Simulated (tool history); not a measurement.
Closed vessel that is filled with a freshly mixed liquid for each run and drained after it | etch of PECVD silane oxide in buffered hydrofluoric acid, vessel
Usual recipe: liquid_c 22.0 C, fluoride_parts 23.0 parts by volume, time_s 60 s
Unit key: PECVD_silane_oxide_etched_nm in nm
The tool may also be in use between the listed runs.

run    hour  liquid_c  fluoride_parts  time_s  read-back film thickness of the PECVD silane oxide reference wafer, read on the same gauge (nm)  PECVD_silane_oxide_etched_nm
  1     0.0      22.0            23.0      60                                                                                            99.80                         82.37
  2    76.6      22.0            23.0      60                                                                                           100.00                         82.98
  3   153.3      22.0            23.0      60                                                                                           100.20                         82.04
  4   220.9      22.0            23.0      60                                                                                           100.40                         82.52
  5   265.8      22.0            27.5      60                                                                                           100.52                         71.98
  6   589.7      22.0            23.0      45                                                                                           101.93                         63.11
  7   644.3      22.0            23.0      45                                                                                           102.22                         62.92
  8   743.8      22.0            23.0      60                                                                                           102.77                         85.04
  9   790.6      22.0            23.0      60                                                                                           103.04                         85.62
 10   853.9      22.0            23.0      60                                                                                           103.48                         84.96
 11   909.9      22.0            23.0      60                                                                                           103.83                         84.33
 12   998.6      22.0            23.0      60                                                                                           104.46                         86.10
     1026.7  -- gauge calibrated
     1054.7  -- hydrofluoric acid flow meter replaced
 13  1074.1      22.0            23.0      60                                                                                            99.80                         82.24
 14  1154.8      22.0            16.0      50                                                                                            99.81                         93.09
 15  1258.5      26.0            14.0      60                                                                                            99.90                        158.75
 16  1353.6      22.0            17.5      60                                                                                           100.09                        104.14
 17  1445.8      22.0            23.0      60                                                                                           100.20                         83.03
 18  1496.0      25.0            15.0      85                                                                                           100.36                        197.98
     1564.7  -- thermometer replaced
 19  1599.3      22.0            20.0      60                                                                                           100.60                         90.60
 20  1635.4      20.5            18.5      50                                                                                           100.73                         75.66
 21  1741.4      25.0            23.0      30                                                                                           101.15                         48.88
 22  1846.2      22.0            17.5      80                                                                                           101.53                        140.97
 23  1925.3      22.0            19.5      45                                                                                           101.90                         69.65
 24  1990.8      22.0            23.0      60                                                                                           102.26                         83.61
 25  2041.8      26.5            17.0      85                                                                                           102.51                        196.59
 26  2139.1      22.0            23.0      90                                                                                           103.02                        125.92
 27  2242.6      17.5            23.0      40                                                                                           103.67                         43.62
 28  2283.6      17.5            23.0      40                                                                                           103.92                         44.39

For some of the steps in PECVD_silane_oxide_etched_nm from one run to the next: how much would appear even if the tool had no hidden state, given the settings, what came in and random variation, and how much remains for the hidden state plus any gauge scatter that the measured result and the result without hidden state don't share?
The tool's hidden condition here consists of: liquid colder than its thermometer reads (K); hydrofluoric acid flow above the setpoint (%); gauge reads high (%).
Run 12 -> 13: gauge calibrated, hydrofluoric acid flow meter replaced. PECVD_silane_oxide_etched_nm -3.86 nm: hidden state -3.87, all else +0.01.
Run 17 -> 18: liquid_c 22.0 -> 25.0, fluoride_parts 23.0 -> 15.0, time_s 60 -> 85. PECVD_silane_oxide_etched_nm +114.95 nm: hidden state +0.50, all else +114.45.
Run 24 -> 25: liquid_c 22.0 -> 26.5, fluoride_parts 23.0 -> 17.0, time_s 60 -> 85. PECVD_silane_oxide_etched_nm +112.98 nm: hidden state +2.95, all else +110.03.

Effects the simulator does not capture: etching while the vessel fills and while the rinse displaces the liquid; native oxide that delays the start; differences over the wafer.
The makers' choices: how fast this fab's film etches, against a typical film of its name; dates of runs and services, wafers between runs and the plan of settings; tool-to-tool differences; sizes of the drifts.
